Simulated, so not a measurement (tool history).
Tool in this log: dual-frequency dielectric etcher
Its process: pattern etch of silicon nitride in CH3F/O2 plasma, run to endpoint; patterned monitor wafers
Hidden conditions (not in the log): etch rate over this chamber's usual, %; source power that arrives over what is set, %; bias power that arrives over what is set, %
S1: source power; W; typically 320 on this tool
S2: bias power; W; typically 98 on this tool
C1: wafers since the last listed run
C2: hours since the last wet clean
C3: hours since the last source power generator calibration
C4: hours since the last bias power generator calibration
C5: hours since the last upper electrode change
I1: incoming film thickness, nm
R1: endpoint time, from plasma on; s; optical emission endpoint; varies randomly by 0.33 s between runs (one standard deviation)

run    hour   S1   S2   C1     C2      C3      C4      C5    I1     R1
  1       0  320  108    0   59.8  2109.7  3866.7  5355.9  91.1   98.6
  2    38.9  320  108  159   98.7  2148.6  3905.6  5394.8  91.6   99.3
  3   227.5  320  108  775  287.3  2337.2  4094.2  5583.4  90.6     98
  4   274.1  340   98  191  333.9  2383.8  4140.8    5630  90.4     99
  5   335.3  320  103  251  395.1    2445    4202  5691.2  91.4    101
  6   409.1  320  103  303  468.9  2518.8  4275.8    5765  90.7   99.5
      435.6  -- upper electrode replaced, of another model than before
        479  -- wet clean of the chamber
  7   492.4  320  103  145   13.4  2602.1  4359.1    56.8  91.3  102.5
      522.3  -- source power generator calibrated
  8     536  290   98  162     57    13.7  4402.7   100.4  91.6  107.9
  9   618.7  320   98  339  139.7    96.4  4485.4   183.1  91.2  104.5
 10   713.8  320   98  390  234.8   191.5  4580.5   278.2  90.9  103.4
      735.2  -- bias power generator calibrated
 11   758.5  370   84  167  279.5   236.2    23.3   322.9  90.4  105.2
 12   798.8  290  112  165  319.8   276.5    63.6   363.2    92  103.3
 13   862.7  390   83  262  383.7   340.4   127.5   427.1  91.6  105.2
 14   967.9  320   87  432  488.9   445.6   232.7   532.3  91.2  108.5
     1066.5  -- wet clean of the chamber
 15    1067  320   98  308    0.5   544.7   331.8   631.4  91.5  104.8
 16  1147.3  270  107  330   80.8     625   412.1   711.7  91.2  104.8
 17  1214.9  320   98  277  148.4   692.6   479.7   779.3  90.1  103.2
 18  1287.6  270  118  298  221.1   765.3   552.4     852  90.6  100.7
 19  1382.3  250   98  389  315.8     860   647.1   946.7  90.5  109.3

Predict each of these 4 candidate next runs independently; none follows another, all start after run 19:
  A  1382.8  260   98   2  316.3  860.5  647.6  947.2  90.7   ?
  B  1382.8  240   86   2  316.3  860.5  647.6  947.2  90.7   ?
  C  1382.8  320  115   2  316.3  860.5  647.6  947.2  90.7   ?
  D  1382.8  380  114   2  316.3  860.5  647.6  947.2  90.7   ?

run     R1
  A    108
  B  114.7
  C   97.7
  D     94
Without the tool's unlogged condition, the same runs would have read:
run     R1
  A  108.9
  B  115.6
  C   98.4
  D   94.7

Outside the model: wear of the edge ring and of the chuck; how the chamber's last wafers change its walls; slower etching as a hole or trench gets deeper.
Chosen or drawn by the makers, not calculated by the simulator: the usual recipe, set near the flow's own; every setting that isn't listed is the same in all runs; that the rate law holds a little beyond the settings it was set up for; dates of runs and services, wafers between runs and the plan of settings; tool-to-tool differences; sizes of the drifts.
